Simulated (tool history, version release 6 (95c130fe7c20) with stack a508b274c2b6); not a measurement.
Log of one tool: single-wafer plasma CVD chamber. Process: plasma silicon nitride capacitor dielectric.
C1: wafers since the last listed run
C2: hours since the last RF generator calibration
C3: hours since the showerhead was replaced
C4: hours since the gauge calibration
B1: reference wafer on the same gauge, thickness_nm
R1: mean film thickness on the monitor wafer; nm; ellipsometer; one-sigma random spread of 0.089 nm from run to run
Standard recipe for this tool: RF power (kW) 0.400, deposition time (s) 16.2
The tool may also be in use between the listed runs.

Run 1, hour 0.0: usual settings; C1 0; C2 1073.6; C3 5791.1; C4 30.5; B1 24.793. Result: R1 25.210 nm.
Run 2, hour 42.1: usual settings; C1 1266; C2 1115.7; C3 5833.2; C4 72.6; B1 24.829. Result: R1 25.156 nm.
Run 3, hour 106.0: usual settings but RF power (kW) 0.380; C1 1921; C2 1179.6; C3 5897.1; C4 136.5; B1 24.782. Result: R1 24.762 nm.
Run 4, hour 137.4: usual settings but RF power (kW) 0.350; C1 944; C2 1211.0; C3 5928.5; C4 167.9; B1 24.813. Result: R1 23.885 nm.
Run 5, hour 165.9: usual settings but RF power (kW) 0.350; C1 857; C2 1239.5; C3 5957.0; C4 196.4; B1 24.796. Result: R1 24.093 nm.
Run 6, hour 202.8: usual settings but RF power (kW) 0.360; C1 1109; C2 1276.4; C3 5993.9; C4 233.3; B1 24.809. Result: R1 24.126 nm.
Run 7, hour 250.3: usual settings but RF power (kW) 0.360; C1 1428; C2 1323.9; C3 6041.4; C4 280.8; B1 24.768. Result: R1 24.212 nm.
Run 8, hour 302.2: usual settings but deposition time (s) 13.8; C1 1561; C2 1375.8; C3 6093.3; C4 332.7; B1 24.810. Result: R1 21.446 nm.
Run 9, hour 465.5: usual settings but deposition time (s) 13.8; C1 4911; C2 1539.1; C3 6256.6; C4 496.0; B1 24.807. Result: R1 21.276 nm.
Run 10, hour 490.3: usual settings but RF power (kW) 0.450, deposition time (s) 19.2; C1 745; C2 1563.9; C3 6281.4; C4 520.8; B1 24.773. Result: R1 30.964 nm.
At hour 555.8: showerhead replaced.
Run 11, hour 556.3: usual settings but RF power (kW) 0.335, deposition time (s) 19.4; C1 1744; C2 1629.9; C3 0.5; C4 586.8; B1 24.796. Result: R1 28.007 nm.
Run 12, hour 606.7: usual settings but RF power (kW) 0.350; C1 1515; C2 1680.3; C3 50.9; C4 637.2; B1 24.781. Result: R1 23.677 nm.
Run 13, hour 652.3: usual settings but RF power (kW) 0.475, deposition time (s) 15.3; C1 1371; C2 1725.9; C3 96.5; C4 682.8; B1 24.790. Result: R1 25.057 nm.
At hour 679.4: gauge calibrated.
Run 14, hour 681.8: usual settings but RF power (kW) 0.360; C1 887; C2 1755.4; C3 126.0; C4 2.4; B1 24.811. Result: R1 23.876 nm.
At hour 736.2: RF generator calibrated.
Run 15, hour 736.7: usual settings but RF power (kW) 0.340, deposition time (s) 14.5; C1 1410; C2 0.5; C3 180.9; C4 57.3; B1 24.843. Result: R1 21.764 nm.
Run 16, hour 776.2: usual settings; C1 1188; C2 40.0; C3 220.4; C4 96.8; B1 24.779. Result: R1 25.774 nm.
Run 17, hour 841.2: usual settings but RF power (kW) 0.445, deposition time (s) 17.6; C1 1955; C2 105.0; C3 285.4; C4 161.8; B1 24.781. Result: R1 28.791 nm.
Run 18, hour 960.6: usual settings but RF power (kW) 0.470, deposition time (s) 14.3; C1 3591; C2 224.4; C3 404.8; C4 281.2; B1 24.805. Result: R1 24.034 nm.

Here are 5 independent what-if runs from the current tool condition. What would each one return?
Run A, hour 961.0: usual settings; C1 12; C2 224.8; C3 405.2; C4 281.6; B1 ?. Result: R1 ?.
Run B, hour 961.0: usual settings but deposition time (s) 17.2; C1 12; C2 224.8; C3 405.2; C4 281.6; B1 ?. Result: R1 ?.
Run C, hour 961.0: usual settings but RF power (kW) 0.445, deposition time (s) 19.4; C1 12; C2 224.8; C3 405.2; C4 281.6; B1 ?. Result: R1 ?.
Run D, hour 961.0: usual settings but RF power (kW) 0.425, deposition time (s) 19.0; C1 12; C2 224.8; C3 405.2; C4 281.6; B1 ?. Result: R1 ?.
Run E, hour 961.0: usual settings but RF power (kW) 0.470, deposition time (s) 17.1; C1 12; C2 224.8; C3 405.2; C4 281.6; B1 ?. Result: R1 ?.

run      B1      R1
  A  24.820  25.386
  B  24.820  26.953
  C  24.820  31.619
  D  24.820  30.450
  E  24.820  28.428
With the hidden condition removed and each run's random variation left untouched, the same runs would have given:
run      R1
  A  25.581
  B  27.160
  C  31.862
  D  30.684
  E  28.646

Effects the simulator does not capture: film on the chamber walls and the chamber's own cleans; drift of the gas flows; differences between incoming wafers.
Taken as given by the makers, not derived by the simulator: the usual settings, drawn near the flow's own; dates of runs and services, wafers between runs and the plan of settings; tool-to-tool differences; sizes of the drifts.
